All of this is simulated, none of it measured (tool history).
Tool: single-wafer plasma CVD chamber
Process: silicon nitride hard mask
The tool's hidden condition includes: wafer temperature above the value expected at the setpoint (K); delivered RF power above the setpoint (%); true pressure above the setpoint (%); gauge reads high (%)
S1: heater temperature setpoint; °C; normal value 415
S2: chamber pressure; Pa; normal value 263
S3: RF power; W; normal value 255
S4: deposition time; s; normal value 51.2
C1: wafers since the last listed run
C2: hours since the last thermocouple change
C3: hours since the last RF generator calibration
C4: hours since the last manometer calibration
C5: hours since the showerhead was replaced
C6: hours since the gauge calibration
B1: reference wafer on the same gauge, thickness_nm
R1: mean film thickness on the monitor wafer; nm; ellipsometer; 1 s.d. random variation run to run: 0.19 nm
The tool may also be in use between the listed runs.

| run | hour | S1 | S2 | S3 | S4 | C1 | C2 | C3 | C4 | C5 | C6 | B1 | R1 |
|---|---|---|---|---|---|---|---|---|---|---|---|---|---|
| 1 | 0.0 | 415 | 263 | 220 | 51.2 | 0 | 948.1 | 602.7 | 203.3 | 5023.8 | 294.4 | 58.793 | 47.876 |
| 2 | 65.2 | 415 | 263 | 220 | 51.2 | 1277 | 1013.3 | 667.9 | 268.5 | 5089.0 | 359.6 | 58.811 | 47.638 |
| 3 | 144.4 | 415 | 263 | 220 | 51.2 | 1552 | 1092.5 | 747.1 | 347.7 | 5168.2 | 438.8 | 58.753 | 47.764 |
| 4 | 244.7 | 426 | 263 | 230 | 51.2 | 1965 | 1192.8 | 847.4 | 448.0 | 5268.5 | 539.1 | 58.742 | 48.681 |
| 5 | 301.4 | 426 | 263 | 230 | 51.2 | 1111 | 1249.5 | 904.1 | 504.7 | 5325.2 | 595.8 | 58.804 | 48.403 |
| 6 | 398.6 | 426 | 263 | 230 | 51.2 | 1905 | 1346.7 | 1001.3 | 601.9 | 5422.4 | 693.0 | 58.732 | 48.682 |
| 7 | 483.9 | 415 | 263 | 255 | 51.2 | 1671 | 1432.0 | 1086.6 | 687.2 | 5507.7 | 778.3 | 58.777 | 51.429 |
|  | 649.1 | showerhead replaced |
| 8 | 739.9 | 415 | 263 | 255 | 51.2 | 4860 | 1688.0 | 1342.6 | 943.2 | 90.8 | 1034.3 | 58.738 | 50.947 |
| 9 | 797.7 | 415 | 263 | 255 | 51.2 | 1132 | 1745.8 | 1400.4 | 1001.0 | 148.6 | 1092.1 | 58.825 | 50.859 |
| 10 | 869.8 | 415 | 263 | 255 | 51.2 | 1413 | 1817.9 | 1472.5 | 1073.1 | 220.7 | 1164.2 | 58.800 | 50.427 |
| 11 | 907.4 | 422 | 263 | 255 | 51.2 | 736 | 1855.5 | 1510.1 | 1110.7 | 258.3 | 1201.8 | 58.862 | 50.614 |
| 12 | 974.7 | 415 | 263 | 255 | 51.2 | 1319 | 1922.8 | 1577.4 | 1178.0 | 325.6 | 1269.1 | 58.765 | 50.653 |
|  | 1010.2 | RF generator calibrated |
| 13 | 1062.6 | 419 | 263 | 255 | 51.2 | 1566 | 2010.7 | 52.4 | 1265.9 | 413.5 | 1357.0 | 58.820 | 52.782 |
|  | 1154.2 | thermocouple changed; heater temperature recalibrated |
|  | 1165.7 | capacitance manometer re-zeroed and calibrated |
| 14 | 1166.2 | 415 | 300 | 255 | 59.7 | 1716 | 12.0 | 156.0 | 0.5 | 517.1 | 1460.6 | 58.823 | 62.575 |
|  | 1178.6 | gauge calibrated |
| 15 | 1240.5 | 415 | 263 | 255 | 51.2 | 1456 | 86.3 | 230.3 | 74.8 | 591.4 | 61.9 | 58.782 | 52.344 |
| 16 | 1347.5 | 415 | 263 | 255 | 51.2 | 2097 | 193.3 | 337.3 | 181.8 | 698.4 | 168.9 | 58.763 | 52.224 |
| 17 | 1412.4 | 404 | 241 | 230 | 48.3 | 1272 | 258.2 | 402.2 | 246.7 | 763.3 | 233.8 | 58.783 | 46.352 |
| 18 | 1508.2 | 415 | 313 | 255 | 55.4 | 1877 | 354.0 | 498.0 | 342.5 | 859.1 | 329.6 | 58.799 | 59.053 |
| 19 | 1576.8 | 415 | 245 | 255 | 56.0 | 1344 | 422.6 | 566.6 | 411.1 | 927.7 | 398.2 | 58.912 | 56.206 |
| 20 | 1660.8 | 415 | 243 | 255 | 51.2 | 1646 | 506.6 | 650.6 | 495.1 | 1011.7 | 482.2 | 58.755 | 50.887 |
| 21 | 1746.8 | 415 | 263 | 275 | 51.2 | 1685 | 592.6 | 736.6 | 581.1 | 1097.7 | 568.2 | 58.814 | 54.240 |
| 22 | 1850.6 | 415 | 200 | 255 | 51.2 | 2034 | 696.4 | 840.4 | 684.9 | 1201.5 | 672.0 | 58.797 | 48.434 |

5 options for the next run, each taken on its own from the tool as it stands now. Forecast them:
| A | 1851.0 | 415 | 263 | 255 | 51.2 | 7 | 696.8 | 840.8 | 685.3 | 1201.9 | 672.4 | ? | ? |
| B | 1851.0 | 415 | 292 | 225 | 51.2 | 7 | 696.8 | 840.8 | 685.3 | 1201.9 | 672.4 | ? | ? |
| C | 1851.0 | 415 | 241 | 255 | 48.0 | 7 | 696.8 | 840.8 | 685.3 | 1201.9 | 672.4 | ? | ? |
| D | 1851.0 | 415 | 296 | 255 | 51.2 | 7 | 696.8 | 840.8 | 685.3 | 1201.9 | 672.4 | ? | ? |
| E | 1851.0 | 420 | 263 | 300 | 51.2 | 7 | 696.8 | 840.8 | 685.3 | 1201.9 | 672.4 | ? | ? |

| run | B1 | R1 |
|---|---|---|
| A | 58.739 | 51.992 |
| B | 58.739 | 49.994 |
| C | 58.739 | 47.803 |
| D | 58.739 | 53.450 |
| E | 58.739 | 56.424 |
Stripped of hidden state, with their random variation kept, the same runs would have yielded:
| run | R1 |
|---|---|
| A | 52.536 |
| B | 50.563 |
| C | 48.246 |
| D | 54.009 |
| E | 56.960 |

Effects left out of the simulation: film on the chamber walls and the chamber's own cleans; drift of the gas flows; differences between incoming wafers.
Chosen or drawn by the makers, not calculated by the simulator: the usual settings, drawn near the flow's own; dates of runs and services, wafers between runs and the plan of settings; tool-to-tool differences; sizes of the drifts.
